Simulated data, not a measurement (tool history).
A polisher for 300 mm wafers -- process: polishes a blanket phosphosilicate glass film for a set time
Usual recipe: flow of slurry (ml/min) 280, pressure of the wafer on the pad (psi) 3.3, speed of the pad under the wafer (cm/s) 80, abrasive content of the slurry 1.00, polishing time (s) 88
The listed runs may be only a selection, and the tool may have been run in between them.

run   hour  flow of slurry (ml/min)  pressure of the wafer on the pad (psi)  speed of the pad under the wafer (cm/s)  abrasive content of the slurry  polishing time (s)  wafers since the last listed run  wafers polished on this pad  hours since the slurry nozzle was cleaned  hours since the head pressure was calibrated  hours since the slurry blender was calibrated  hours since the conditioning disc was replaced  incoming thickness of the incoming film, nm  film removed (Å)
  1    0.0                      280                                     3.3                                       80                            1.00                  88                                 0                         1047                                      616.4                                          94.7                                          104.8                                            88.1                                       3294.5              4974
  2   15.3                      280                                     2.9                                       80                            1.25                  88                               189                         1237                                      631.7                                         110.0                                          120.1                                           103.4                                       3245.1              4899
      32.7  -- slurry blender recalibrated
  3   35.2                      280                                     3.3                                       80                            1.00                  88                               221                         1458                                      651.6                                         129.9                                            2.5                                           123.3                                       3220.8              5010
  4   50.6                      280                                     3.3                                       80                            1.00                  88                               190                         1649                                      667.0                                         145.3                                           17.9                                           138.7                                       3295.2              4950
      71.5  -- worn pad replaced by a new one
  5   72.0                      280                                     3.3                                       80                            1.00                  66                               215                            5                                      688.4                                         166.7                                           39.3                                           160.1                                       3292.8              3755
  6  104.5                      280                                     3.6                                       80                            1.00                  88                               402                          408                                      720.9                                         199.2                                           71.8                                           192.6                                       3299.1              5338
     116.7  -- slurry nozzle cleaned
  7  122.0                      280                                     3.6                                       80                            1.00                  88                               204                          612                                        5.3                                         216.7                                           89.3                                           210.1                                       3313.8              5751
  8  145.0                      280                                     3.3                                       62                            1.00                  88                               284                          897                                       28.3                                         239.7                                          112.3                                           233.1                                       3249.1              4648
  9  164.0                      280                                     3.3                                       80                            1.00                  59                               235                         1132                                       47.3                                         258.7                                          131.3                                           252.1                                       3337.4              3524
 10  176.5                      280                                     2.9                                       80                            1.10                  88                               154                         1287                                       59.8                                         271.2                                          143.8                                           264.6                                       3227.6              4852
     192.9  -- slurry blender recalibrated
 11  210.2                      280                                     2.2                                       80                            1.00                  88                               392                         1679                                       93.5                                         304.9                                           17.3                                           298.3                                       3265.7              3531
     243.7  -- worn pad replaced by a new one
 12  258.8                      195                                     3.6                                       64                            1.00                 112                               552                          186                                      142.1                                         353.5                                           65.9                                           346.9                                       3281.9              6379
     272.8  -- head pressure recalibrated
 13  274.2                      315                                     3.3                                       80                            1.30                  66                               165                          352                                      157.5                                           1.4                                           81.3                                           362.3                                       3296.8              4452
     285.3  -- conditioning disc replaced and pad reconditioned
 14  292.6                      280                                     3.3                                       80                            1.00                  88                               202                          555                                      175.9                                          19.8                                           99.7                                             7.3                                       3300.2              5161
 15  319.6                      245                                     2.4                                       80                            1.00                  88                               334                          889                                      202.9                                          46.8                                          126.7                                            34.3                                       3267.7              3796
 16  345.6                      280                                     3.3                                       80                            0.85                  76                               321                         1211                                      228.9                                          72.8                                          152.7                                            60.3                                       3230.1              4138
 17  362.7                      280                                     3.3                                       80                            1.25                  99                               211                         1423                                      246.0                                          89.9                                          169.8                                            77.4                                       3243.1              6425
     370.5  -- slurry blender recalibrated
 18  393.2                      280                                     3.3                                       80                            0.75                  88                               352                         1776                                      276.5                                         120.4                                           22.7                                           107.9                                       3283.2              4465
 19  406.7                      280                                     3.3                                       80                            1.00                  88                               167                         1943                                      290.0                                         133.9                                           36.2                                           121.4                                       3270.8              5205

Estimate the outcome of run 20 from the log above:
     425.4  -- worn pad replaced by a new one
 20  436.2                      280                                     2.7                                       94                            0.80                 109                               315                          133                                      319.5                                         163.4                                           65.7                                           150.9                                       3256.2                 ?

Run 20 came out at film removed (Å) 5137.
With no hidden state in the tool, this same run would have given film removed (Å) 5175.

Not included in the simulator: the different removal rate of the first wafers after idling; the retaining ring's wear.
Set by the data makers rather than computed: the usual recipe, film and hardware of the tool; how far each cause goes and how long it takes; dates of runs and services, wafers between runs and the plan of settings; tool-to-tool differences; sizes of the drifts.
